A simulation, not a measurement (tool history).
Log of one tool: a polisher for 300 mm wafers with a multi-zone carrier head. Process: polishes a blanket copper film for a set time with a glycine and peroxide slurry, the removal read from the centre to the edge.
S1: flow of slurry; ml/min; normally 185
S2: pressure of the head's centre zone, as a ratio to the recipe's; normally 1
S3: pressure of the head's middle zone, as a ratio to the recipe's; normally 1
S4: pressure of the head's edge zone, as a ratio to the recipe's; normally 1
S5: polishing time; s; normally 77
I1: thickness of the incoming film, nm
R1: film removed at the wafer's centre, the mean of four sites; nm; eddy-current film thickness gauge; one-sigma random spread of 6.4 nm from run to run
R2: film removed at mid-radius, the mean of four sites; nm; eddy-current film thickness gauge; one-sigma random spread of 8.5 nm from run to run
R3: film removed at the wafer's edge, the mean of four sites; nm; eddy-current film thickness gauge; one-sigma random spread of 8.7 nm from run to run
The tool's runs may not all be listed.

run 1 hour=0 | S1=185 S2=1 S3=1 S4=1 S5=77 | I1=1850 | R1=660.6 R2=583.6 R3=580.7
-- hour=8.3 centre zone pressure recalibrated
run 2 hour=22.1 | S1=185 S2=1 S3=1 S4=1 S5=100 | I1=1838.9 | R1=746.8 R2=784.9 R3=764.5
run 3 hour=38.4 | S1=185 S2=1 S3=1 S4=1 S5=77 | I1=1808.3 | R1=588.3 R2=591.4 R3=583.3
run 4 hour=51.7 | S1=185 S2=1 S3=1 S4=1.12 S5=77 | I1=1842.5 | R1=577.2 R2=603.6 R3=630
-- hour=74.1 worn pad replaced by a new one
run 5 hour=78.4 | S1=220 S2=1 S3=1 S4=0.91 S5=65 | I1=1826.8 | R1=508.3 R2=509.2 R3=481.7
run 6 hour=100.7 | S1=185 S2=1 S3=1 S4=1 S5=77 | I1=1792.2 | R1=579.8 R2=593.8 R3=591.4
run 7 hour=127.6 | S1=185 S2=1.12 S3=1 S4=1 S5=77 | I1=1846.7 | R1=660.1 R2=583.9 R3=587.7
run 8 hour=151.9 | S1=185 S2=1 S3=0.92 S4=1.11 S5=77 | I1=1822.1 | R1=590.9 R2=553.7 R3=630.7
run 9 hour=167.1 | S1=185 S2=1 S3=1 S4=1 S5=77 | I1=1853 | R1=578.4 R2=588.8 R3=594.1
-- hour=184.7 edge zone pressure recalibrated
run 10 hour=208.4 | S1=185 S2=1 S3=1.08 S4=0.93 S5=70 | I1=1812.9 | R1=543.2 R2=560 R3=517.2
-- hour=222.3 carrier head's membrane replaced by a new one
run 11 hour=236.8 | S1=185 S2=1.08 S3=1.08 S4=1 S5=84 | I1=1795.2 | R1=700.8 R2=694 R3=637.3
run 12 hour=254.7 | S1=185 S2=0.9 S3=0.88 S4=0.89 S5=77 | I1=1784.5 | R1=532.4 R2=541.2 R3=549.7
run 13 hour=274.9 | S1=185 S2=1 S3=1 S4=1 S5=77 | I1=1782.4 | R1=596.8 R2=587.4 R3=592.4
-- hour=287.2 worn pad replaced by a new one
run 14 hour=308.1 | S1=185 S2=1 S3=1 S4=1.04 S5=77 | I1=1825 | R1=600.8 R2=597 R3=602
run 15 hour=338.3 | S1=165 S2=1 S3=1 S4=1.12 S5=93 | I1=1802 | R1=698.1 R2=687 R3=728.3
run 16 hour=353.9 | S1=185 S2=1 S3=1 S4=1.07 S5=77 | I1=1807.8 | R1=596.8 R2=587 R3=612.2
run 17 hour=368 | S1=230 S2=1 S3=1 S4=1 S5=59 | I1=1804.7 | R1=480.3 R2=483.4 R3=462.1
-- hour=369.7 slurry nozzle cleaned
run 18 hour=387 | S1=205 S2=1 S3=1 S4=0.95 S5=77 | I1=1824.5 | R1=612.7 R2=601.2 R3=579.7
run 19 hour=413.7 | S1=185 S2=0.89 S3=1 S4=0.93 S5=77 | I1=1806.3 | R1=528.8 R2=595.3 R3=559.9
run 20 hour=447.6 | S1=185 S2=1 S3=1 S4=1 S5=77 | I1=1812.5 | R1=601.7 R2=592.4 R3=588
run 21 hour=473.7 | S1=185 S2=1 S3=1.11 S4=0.95 S5=89 | I1=1790.2 | R1=704.1 R2=750.5 R3=671.9
run 22 hour=506.6 | S1=220 S2=1 S3=0.93 S4=1 S5=77 | I1=1811.2 | R1=621.3 R2=573 R3=611.2
run 23 hour=532 | S1=185 S2=1 S3=1 S4=1.08 S5=77 | I1=1799.4 | R1=610 R2=601.8 R3=608.3

List, for all runs, the conditions of the tool that the log does not record:
removal rate lost through wear of the pad, %: 0 in every run
slurry flow missing at the pad, %: 0 in every run
deviation of the edge zone's pressure from its setpoint, %: 0 in every run
H1: deviation of the centre zone's pressure from its setpoint, %
run=1 H1=14.6
run=2 H1=-0.341
run=3 H1=-0.2
run=4 H1=-0.0842
run=5 H1=0.148
run=6 H1=0.341
run=7 H1=0.575
run=8 H1=0.786
run=9 H1=0.918
run=10 H1=1.28
run=11 H1=1.52
run=12 H1=1.68
run=13 H1=1.85
run=14 H1=2.14
run=15 H1=2.4
run=16 H1=2.54
run=17 H1=2.66
run=18 H1=2.83
run=19 H1=3.06
run=20 H1=3.35
run=21 H1=3.58
run=22 H1=3.86
run=23 H1=4.09
